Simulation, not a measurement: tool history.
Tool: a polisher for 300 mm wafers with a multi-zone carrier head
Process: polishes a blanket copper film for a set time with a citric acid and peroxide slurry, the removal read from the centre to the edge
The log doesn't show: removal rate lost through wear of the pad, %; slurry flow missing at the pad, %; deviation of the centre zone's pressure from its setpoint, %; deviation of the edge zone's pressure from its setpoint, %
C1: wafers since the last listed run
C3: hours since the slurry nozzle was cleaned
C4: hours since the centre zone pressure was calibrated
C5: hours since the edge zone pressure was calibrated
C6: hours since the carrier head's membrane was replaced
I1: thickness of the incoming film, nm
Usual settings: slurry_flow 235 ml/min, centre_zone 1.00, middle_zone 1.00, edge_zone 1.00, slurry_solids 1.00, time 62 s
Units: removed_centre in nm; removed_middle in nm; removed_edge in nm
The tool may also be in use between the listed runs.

{"run": 1, "hour": 0.0, "slurry_flow": 235, "centre_zone": 1.0, "middle_zone": 1.0, "edge_zone": 1.0, "slurry_solids": 1.0, "time": 62, "C1": 0, "wafers polished on this pad": 2629, "C3": 83.6, "C4": 306.6, "C5": 45.8, "C6": 756.7, "I1": 510.2, "removed_centre": 200.0, "removed_middle": 211.6, "removed_edge": 211.7}
{"run": 2, "hour": 92.6, "slurry_flow": 235, "centre_zone": 1.0, "middle_zone": 1.0, "edge_zone": 1.0, "slurry_solids": 1.0, "time": 62, "C1": 1327, "wafers polished on this pad": 3957, "C3": 176.2, "C4": 399.2, "C5": 138.4, "C6": 849.3, "I1": 519.0, "removed_centre": 188.5, "removed_middle": 206.9, "removed_edge": 208.3}
{"hour": 359.5, "done": "worn pad replaced by a new one"}
{"run": 3, "hour": 363.5, "slurry_flow": 235, "centre_zone": 1.0, "middle_zone": 1.0, "edge_zone": 1.0, "slurry_solids": 1.0, "time": 62, "C1": 3826, "wafers polished on this pad": 58, "C3": 447.1, "C4": 670.1, "C5": 409.3, "C6": 1120.2, "I1": 511.8, "removed_centre": 201.2, "removed_middle": 222.7, "removed_edge": 226.9}
{"hour": 405.9, "done": "slurry nozzle cleaned"}
{"run": 4, "hour": 434.9, "slurry_flow": 235, "centre_zone": 1.0, "middle_zone": 1.0, "edge_zone": 1.0, "slurry_solids": 1.0, "time": 62, "C1": 1009, "wafers polished on this pad": 1067, "C3": 29.0, "C4": 741.5, "C5": 480.7, "C6": 1191.6, "I1": 522.0, "removed_centre": 195.0, "removed_middle": 215.3, "removed_edge": 222.4}
{"run": 5, "hour": 533.3, "slurry_flow": 235, "centre_zone": 1.0, "middle_zone": 1.0, "edge_zone": 1.0, "slurry_solids": 1.0, "time": 62, "C1": 1410, "wafers polished on this pad": 2478, "C3": 127.4, "C4": 839.9, "C5": 579.1, "C6": 1290.0, "I1": 521.9, "removed_centre": 195.7, "removed_middle": 209.8, "removed_edge": 215.8}
{"run": 6, "hour": 608.5, "slurry_flow": 235, "centre_zone": 1.0, "middle_zone": 1.0, "edge_zone": 1.0, "slurry_solids": 1.0, "time": 69, "C1": 1078, "wafers polished on this pad": 3556, "C3": 202.6, "C4": 915.1, "C5": 654.3, "C6": 1365.2, "I1": 521.0, "removed_centre": 211.2, "removed_middle": 231.4, "removed_edge": 233.3}
{"run": 7, "hour": 712.0, "slurry_flow": 235, "centre_zone": 1.0, "middle_zone": 1.0, "edge_zone": 1.0, "slurry_solids": 1.0, "time": 73, "C1": 1484, "wafers polished on this pad": 5040, "C3": 306.1, "C4": 1018.6, "C5": 757.8, "C6": 1468.7, "I1": 528.7, "removed_centre": 223.3, "removed_middle": 238.7, "removed_edge": 244.6}
{"run": 8, "hour": 797.3, "slurry_flow": 235, "centre_zone": 1.0, "middle_zone": 1.0, "edge_zone": 1.0, "slurry_solids": 1.0, "time": 62, "C1": 1223, "wafers polished on this pad": 6263, "C3": 391.4, "C4": 1103.9, "C5": 843.1, "C6": 1554.0, "I1": 523.4, "removed_centre": 177.3, "removed_middle": 197.8, "removed_edge": 201.4}
{"hour": 824.2, "done": "worn pad replaced by a new one"}
{"hour": 872.7, "done": "slurry nozzle cleaned"}
{"hour": 875.4, "done": "centre zone pressure recalibrated"}
{"run": 9, "hour": 877.0, "slurry_flow": 280, "centre_zone": 1.0, "middle_zone": 1.0, "edge_zone": 1.04, "slurry_solids": 1.0, "time": 62, "C1": 1042, "wafers polished on this pad": 713, "C3": 4.3, "C4": 1.6, "C5": 922.8, "C6": 1633.7, "I1": 521.7, "removed_centre": 228.2, "removed_middle": 225.8, "removed_edge": 228.6}
{"run": 10, "hour": 965.3, "slurry_flow": 235, "centre_zone": 1.0, "middle_zone": 1.0, "edge_zone": 1.0, "slurry_solids": 1.0, "time": 84, "C1": 1266, "wafers polished on this pad": 1979, "C3": 92.6, "C4": 89.9, "C5": 1011.1, "C6": 1722.0, "I1": 526.5, "removed_centre": 284.9, "removed_middle": 288.8, "removed_edge": 291.4}
{"run": 11, "hour": 1037.8, "slurry_flow": 295, "centre_zone": 1.0, "middle_zone": 0.92, "edge_zone": 1.09, "slurry_solids": 1.0, "time": 74, "C1": 1039, "wafers polished on this pad": 3019, "C3": 165.1, "C4": 162.4, "C5": 1083.6, "C6": 1794.5, "I1": 521.5, "removed_centre": 252.5, "removed_middle": 238.5, "removed_edge": 272.7}
{"hour": 1094.1, "done": "edge zone pressure recalibrated"}
{"run": 12, "hour": 1139.4, "slurry_flow": 315, "centre_zone": 1.0, "middle_zone": 0.91, "edge_zone": 1.06, "slurry_solids": 1.25, "time": 62, "C1": 1428, "wafers polished on this pad": 4447, "C3": 266.7, "C4": 264.0, "C5": 45.3, "C6": 1896.1, "I1": 521.6, "removed_centre": 210.0, "removed_middle": 196.7, "removed_edge": 228.1}
{"hour": 1157.5, "done": "carrier head's membrane replaced by a new one"}
{"hour": 1255.7, "done": "worn pad replaced by a new one"}
{"hour": 1347.9, "done": "slurry nozzle cleaned"}
{"run": 13, "hour": 1397.6, "slurry_flow": 195, "centre_zone": 1.0, "middle_zone": 1.0, "edge_zone": 1.0, "slurry_solids": 1.15, "time": 84, "C1": 3558, "wafers polished on this pad": 2020, "C3": 49.7, "C4": 522.2, "C5": 303.5, "C6": 240.1, "I1": 516.5, "removed_centre": 265.8, "removed_middle": 281.8, "removed_edge": 290.6}
{"run": 14, "hour": 1459.5, "slurry_flow": 235, "centre_zone": 1.0, "middle_zone": 0.91, "edge_zone": 1.0, "slurry_solids": 0.75, "time": 62, "C1": 887, "wafers polished on this pad": 2908, "C3": 111.6, "C4": 584.1, "C5": 365.4, "C6": 302.0, "I1": 517.4, "removed_centre": 186.6, "removed_middle": 187.7, "removed_edge": 206.0}
{"run": 15, "hour": 1519.6, "slurry_flow": 235, "centre_zone": 1.0, "middle_zone": 1.0, "edge_zone": 1.0, "slurry_solids": 1.0, "time": 62, "C1": 861, "wafers polished on this pad": 3770, "C3": 171.7, "C4": 644.2, "C5": 425.5, "C6": 362.1, "I1": 527.4, "removed_centre": 187.4, "removed_middle": 203.9, "removed_edge": 210.0}
{"run": 16, "hour": 1613.4, "slurry_flow": 235, "centre_zone": 1.07, "middle_zone": 1.0, "edge_zone": 0.97, "slurry_solids": 1.0, "time": 62, "C1": 1344, "wafers polished on this pad": 5115, "C3": 265.5, "C4": 738.0, "C5": 519.3, "C6": 455.9, "I1": 523.7, "removed_centre": 195.1, "removed_middle": 197.2, "removed_edge": 197.3}
{"run": 17, "hour": 1650.2, "slurry_flow": 270, "centre_zone": 1.0, "middle_zone": 0.93, "edge_zone": 1.0, "slurry_solids": 1.0, "time": 62, "C1": 527, "wafers polished on this pad": 5642, "C3": 302.3, "C4": 774.8, "C5": 556.1, "C6": 492.7, "I1": 522.7, "removed_centre": 184.0, "removed_middle": 188.4, "removed_edge": 203.7}
{"hour": 1694.9, "done": "worn pad replaced by a new one"}
{"run": 18, "hour": 1730.8, "slurry_flow": 235, "centre_zone": 1.0, "middle_zone": 1.0, "edge_zone": 1.0, "slurry_solids": 1.0, "time": 62, "C1": 1098, "wafers polished on this pad": 515, "C3": 382.9, "C4": 855.4, "C5": 636.7, "C6": 573.3, "I1": 508.6, "removed_centre": 196.4, "removed_middle": 221.3, "removed_edge": 219.5}
{"run": 19, "hour": 1819.0, "slurry_flow": 235, "centre_zone": 1.0, "middle_zone": 1.0, "edge_zone": 1.0, "slurry_solids": 1.0, "time": 62, "C1": 1264, "wafers polished on this pad": 1779, "C3": 471.1, "C4": 943.6, "C5": 724.9, "C6": 661.5, "I1": 516.7, "removed_centre": 191.9, "removed_middle": 210.8, "removed_edge": 212.6}
{"run": 20, "hour": 1872.6, "slurry_flow": 235, "centre_zone": 1.06, "middle_zone": 1.0, "edge_zone": 1.0, "slurry_solids": 1.0, "time": 62, "C1": 768, "wafers polished on this pad": 2548, "C3": 524.7, "C4": 997.2, "C5": 778.5, "C6": 715.1, "I1": 521.9, "removed_centre": 197.5, "removed_middle": 207.1, "removed_edge": 211.2}

Forecast each of these 5 alternatives for the next run:
{"run": "A", "hour": 1873.0, "slurry_flow": 235, "centre_zone": 1.0, "middle_zone": 1.0, "edge_zone": 1.0, "slurry_solids": 1.0, "time": 62, "C1": 5, "wafers polished on this pad": 2554, "C3": 525.1, "C4": 997.6, "C5": 778.9, "C6": 715.5, "I1": 511.3, "removed_centre": "?", "removed_middle": "?", "removed_edge": "?"}
{"run": "B", "hour": 1873.0, "slurry_flow": 170, "centre_zone": 1.0, "middle_zone": 1.0, "edge_zone": 0.97, "slurry_solids": 1.0, "time": 51, "C1": 5, "wafers polished on this pad": 2554, "C3": 525.1, "C4": 997.6, "C5": 778.9, "C6": 715.5, "I1": 511.3, "removed_centre": "?", "removed_middle": "?", "removed_edge": "?"}
{"run": "C", "hour": 1873.0, "slurry_flow": 265, "centre_zone": 1.0, "middle_zone": 1.07, "edge_zone": 1.05, "slurry_solids": 0.9, "time": 62, "C1": 5, "wafers polished on this pad": 2554, "C3": 525.1, "C4": 997.6, "C5": 778.9, "C6": 715.5, "I1": 511.3, "removed_centre": "?", "removed_middle": "?", "removed_edge": "?"}
{"run": "D", "hour": 1873.0, "slurry_flow": 180, "centre_zone": 1.03, "middle_zone": 1.0, "edge_zone": 0.93, "slurry_solids": 1.0, "time": 54, "C1": 5, "wafers polished on this pad": 2554, "C3": 525.1, "C4": 997.6, "C5": 778.9, "C6": 715.5, "I1": 511.3, "removed_centre": "?", "removed_middle": "?", "removed_edge": "?"}
{"run": "E", "hour": 1873.0, "slurry_flow": 235, "centre_zone": 0.95, "middle_zone": 1.0, "edge_zone": 1.0, "slurry_solids": 0.75, "time": 62, "C1": 5, "wafers polished on this pad": 2554, "C3": 525.1, "C4": 997.6, "C5": 778.9, "C6": 715.5, "I1": 511.3, "removed_centre": "?", "removed_middle": "?", "removed_edge": "?"}

run=A removed_centre=188.9 removed_middle=206.5 removed_edge=214.5
run=B removed_centre=146.3 removed_middle=161.0 removed_edge=167.1
run=C removed_centre=189.6 removed_middle=219.1 removed_edge=219.0
run=D removed_centre=161.7 removed_middle=172.4 removed_edge=174.9
run=E removed_centre=173.1 removed_middle=199.4 removed_edge=207.0
Without the tool's hidden state the same runs would have given:
run=A removed_centre=222.1 removed_middle=218.8 removed_edge=227.3
run=B removed_centre=172.1 removed_middle=170.6 removed_edge=177.1
run=C removed_centre=223.0 removed_middle=232.1 removed_edge=232.1
run=D removed_centre=190.0 removed_middle=182.6 removed_edge=185.3
run=E removed_centre=203.6 removed_middle=211.2 removed_edge=219.4

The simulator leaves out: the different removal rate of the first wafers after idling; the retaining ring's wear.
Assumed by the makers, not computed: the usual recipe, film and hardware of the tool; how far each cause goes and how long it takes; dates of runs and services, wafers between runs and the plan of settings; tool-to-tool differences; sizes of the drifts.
